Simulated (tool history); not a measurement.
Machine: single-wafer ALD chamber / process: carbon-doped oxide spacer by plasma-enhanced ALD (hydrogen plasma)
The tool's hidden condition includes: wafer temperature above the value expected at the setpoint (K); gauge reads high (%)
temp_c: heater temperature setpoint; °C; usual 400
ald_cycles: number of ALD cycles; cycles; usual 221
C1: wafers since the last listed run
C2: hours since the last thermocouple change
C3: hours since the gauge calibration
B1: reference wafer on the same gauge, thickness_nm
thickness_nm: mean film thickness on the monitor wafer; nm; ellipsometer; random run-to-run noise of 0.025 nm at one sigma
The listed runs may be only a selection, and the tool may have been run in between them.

Run 1, hour 0: usual settings but ald_cycles 199 cycles; C1 0; C2 638.9; C3 430; B1 10.583. Result: thickness_nm 9.85 nm.
Run 2, hour 18.1: usual settings; C1 39; C2 657; C3 448.1; B1 10.57. Result: thickness_nm 10.906 nm.
Run 3, hour 40.4: usual settings; C1 48; C2 679.3; C3 470.4; B1 10.574. Result: thickness_nm 10.866 nm.
Run 4, hour 58.2: usual settings; C1 39; C2 697.1; C3 488.2; B1 10.568. Result: thickness_nm 10.834 nm.
Run 5, hour 82.4: usual settings; C1 53; C2 721.3; C3 512.4; B1 10.555. Result: thickness_nm 10.861 nm.
Run 6, hour 105: usual settings; C1 49; C2 743.9; C3 535; B1 10.543. Result: thickness_nm 10.868 nm.
Run 7, hour 121.7: usual settings; C1 36; C2 760.6; C3 551.7; B1 10.534. Result: thickness_nm 10.821 nm.
Run 8, hour 149.1: usual settings; C1 60; C2 788; C3 579.1; B1 10.514. Result: thickness_nm 10.796 nm.
Run 9, hour 168.5: usual settings but ald_cycles 208 cycles; C1 42; C2 807.4; C3 598.5; B1 10.506. Result: thickness_nm 10.147 nm.
Run 10, hour 189.4: usual settings but ald_cycles 208 cycles; C1 45; C2 828.3; C3 619.4; B1 10.491. Result: thickness_nm 10.155 nm.
Run 11, hour 212.8: usual settings but temp_c 389 °C, ald_cycles 208 cycles; C1 51; C2 851.7; C3 642.8; B1 10.484. Result: thickness_nm 10.131 nm.
Run 12, hour 236.5: usual settings but temp_c 389 °C, ald_cycles 208 cycles; C1 52; C2 875.4; C3 666.5; B1 10.466. Result: thickness_nm 10.154 nm.
Run 13, hour 258.5: usual settings but temp_c 389 °C, ald_cycles 208 cycles; C1 48; C2 897.4; C3 688.5; B1 10.452. Result: thickness_nm 10.142 nm.
Run 14, hour 284.6: usual settings but temp_c 390 °C; C1 57; C2 923.5; C3 714.6; B1 10.441. Result: thickness_nm 10.708 nm.
Run 15, hour 313.7: usual settings; C1 63; C2 952.6; C3 743.7; B1 10.421. Result: thickness_nm 10.701 nm.
Run 16, hour 348.3: usual settings but temp_c 392 °C; C1 75; C2 987.2; C3 778.3; B1 10.392. Result: thickness_nm 10.717 nm.
At hour 350: gauge calibrated.
Run 17, hour 363.2: usual settings but temp_c 386 °C, ald_cycles 245 cycles; C1 32; C2 1002.1; C3 13.2; B1 10.668. Result: thickness_nm 12.209 nm.
Run 18, hour 381.5: usual settings but temp_c 411 °C, ald_cycles 195 cycles; C1 40; C2 1020.4; C3 31.5; B1 10.666. Result: thickness_nm 9.336 nm.
At hour 391.8: thermocouple changed; heater temperature recalibrated.
Run 19, hour 415.1: usual settings but temp_c 389 °C, ald_cycles 208 cycles; C1 56; C2 23.3; C3 65.1; B1 10.66. Result: thickness_nm 10.324 nm.
Run 20, hour 430.1: usual settings but temp_c 405 °C, ald_cycles 200 cycles; C1 32; C2 38.3; C3 80.1; B1 10.661. Result: thickness_nm 9.792 nm.
Run 21, hour 454.9: usual settings; C1 54; C2 63.1; C3 104.9; B1 10.665. Result: thickness_nm 10.976 nm.
Run 22, hour 486.9: usual settings but temp_c 413 °C, ald_cycles 264 cycles; C1 70; C2 95.1; C3 136.9; B1 10.659. Result: thickness_nm 12.549 nm.
Run 23, hour 515.6: usual settings; C1 63; C2 123.8; C3 165.6; B1 10.66. Result: thickness_nm 10.957 nm.
Run 24, hour 530.2: usual settings but temp_c 406 °C; C1 32; C2 138.4; C3 180.2; B1 10.658. Result: thickness_nm 10.762 nm.
Run 25, hour 624.3: usual settings but temp_c 412 °C; C1 206; C2 232.5; C3 274.3; B1 10.635. Result: thickness_nm 10.509 nm.
Run 26, hour 716.2: usual settings but temp_c 411 °C; C1 201; C2 324.4; C3 366.2; B1 10.62. Result: thickness_nm 10.502 nm.
Run 27, hour 730: usual settings but temp_c 388 °C, ald_cycles 236 cycles; C1 30; C2 338.2; C3 380; B1 10.608. Result: thickness_nm 11.685 nm.

Subtracting, for every run, the result it would have given without the tool's unlogged condition from the measured result gives the following. The same run-to-run variation enters both numbers; the gauge's scatter may not:
run  thickness_nm
  1        -0.106
  2        -0.125
  3        -0.134
  4        -0.141
  5        -0.154
  6        -0.165
  7        -0.173
  8        -0.187
  9        -0.187
 10        -0.199
 11        -0.211
 12        -0.226
 13        -0.239
 14         -0.27
 15        -0.291
 16        -0.317
 17        -0.035
 18        -0.027
 19        -0.032
 20        -0.031
 21        -0.037
 22        -0.047
 23        -0.044
 24        -0.046
 25        -0.064
 26        -0.091
 27        -0.107
